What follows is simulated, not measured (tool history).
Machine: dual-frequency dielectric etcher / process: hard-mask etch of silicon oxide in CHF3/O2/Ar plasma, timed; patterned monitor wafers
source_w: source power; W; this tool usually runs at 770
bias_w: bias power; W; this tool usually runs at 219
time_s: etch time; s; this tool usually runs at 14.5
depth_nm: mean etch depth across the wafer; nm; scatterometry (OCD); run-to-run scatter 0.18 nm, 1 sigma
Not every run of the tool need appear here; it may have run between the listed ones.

run   hour  source_w  bias_w  time_s  wafers since the last listed run  hours since the last wet clean  hours since the last source power generator calibration  hours since the last bias power generator calibration  hours since the last upper electrode change  hours since the gauge calibration  read-back reference wafer on the same gauge, depth_nm  depth_nm
  1    0.0       770     183    14.5                                 0                           497.8                                                   3321.3                                                 4231.1                                       2128.6                               70.5                                                  33.87     27.91
  2   21.6       770     183    14.5                               217                           519.4                                                   3342.9                                                 4252.7                                       2150.2                               92.1                                                  33.85     28.06
  3   56.0       770     219    14.5                               346                           553.8                                                   3377.3                                                 4287.1                                       2184.6                              126.5                                                  33.83     30.63
  4   72.5       770     219    14.5                               166                           570.3                                                   3393.8                                                 4303.6                                       2201.1                              143.0                                                  33.91     30.59
  5   90.8       770     219    14.5                               184                           588.6                                                   3412.1                                                 4321.9                                       2219.4                              161.3                                                  33.83     30.73
     121.3  -- wet clean of the chamber
  6  121.8       880     219    14.5                                70                             0.5                                                   3443.1                                                 4352.9                                       2250.4                              192.3                                                  33.90     33.64
  7  142.9       770     257    14.5                               212                            21.6                                                   3464.2                                                 4374.0                                       2271.5                              213.4                                                  33.86     34.98
  8  165.4       880     219    14.5                               226                            44.1                                                   3486.7                                                 4396.5                                       2294.0                              235.9                                                  33.85     33.48
     172.0  -- gauge calibrated
     200.9  -- bias power generator calibrated
     207.8  -- upper electrode replaced
  9  208.3       830     219    14.5                               321                            87.0                                                   3529.6                                                    7.4                                          0.5                               36.3                                                  33.96     33.21
 10  216.7       700     219    10.0                                84                            95.4                                                   3538.0                                                   15.8                                          8.9                               44.7                                                  33.83     21.55
 11  243.1       770     168    16.5                               265                           121.8                                                   3564.4                                                   42.2                                         35.3                               71.1                                                  33.86     31.84
     249.9  -- source power generator calibrated
 12  263.0       590     265    12.0                               160                           141.7                                                     13.1                                                   62.1                                         55.2                               91.0                                                  34.01     26.95
 13  295.5       660     204    19.0                               327                           174.2                                                     45.6                                                   94.6                                         87.7                              123.5                                                  33.94     38.60
 14  330.2       590     265    12.0                               349                           208.9                                                     80.3                                                  129.3                                        122.4                              158.2                                                  33.85     26.68

Alternative continuations, all from the tool just after run 14; predict every row:
  A  330.6       770     173    14.5                                 4                           209.3                                                     80.7                                                  129.7                                        122.8                              158.6                                                      ?         ?
  B  330.6       610     265    17.0                                 4                           209.3                                                     80.7                                                  129.7                                        122.8                              158.6                                                      ?         ?
  C  330.6       670     261    14.5                                 4                           209.3                                                     80.7                                                  129.7                                        122.8                              158.6                                                      ?         ?
  D  330.6       680     268    14.5                                 4                           209.3                                                     80.7                                                  129.7                                        122.8                              158.6                                                      ?         ?
  E  330.6       880     235    17.5                                 4                           209.3                                                     80.7                                                  129.7                                        122.8                              158.6                                                      ?         ?

run  read-back reference wafer on the same gauge, depth_nm  depth_nm
  A                                                  33.86     28.37
  B                                                  33.86     38.37
  C                                                  33.86     33.38
  D                                                  33.86     33.95
  E                                                  33.86     41.58
Without the tool's hidden state the same runs would have given:
run  depth_nm
  A     28.80
  B     38.95
  C     33.88
  D     34.47
  E     42.20

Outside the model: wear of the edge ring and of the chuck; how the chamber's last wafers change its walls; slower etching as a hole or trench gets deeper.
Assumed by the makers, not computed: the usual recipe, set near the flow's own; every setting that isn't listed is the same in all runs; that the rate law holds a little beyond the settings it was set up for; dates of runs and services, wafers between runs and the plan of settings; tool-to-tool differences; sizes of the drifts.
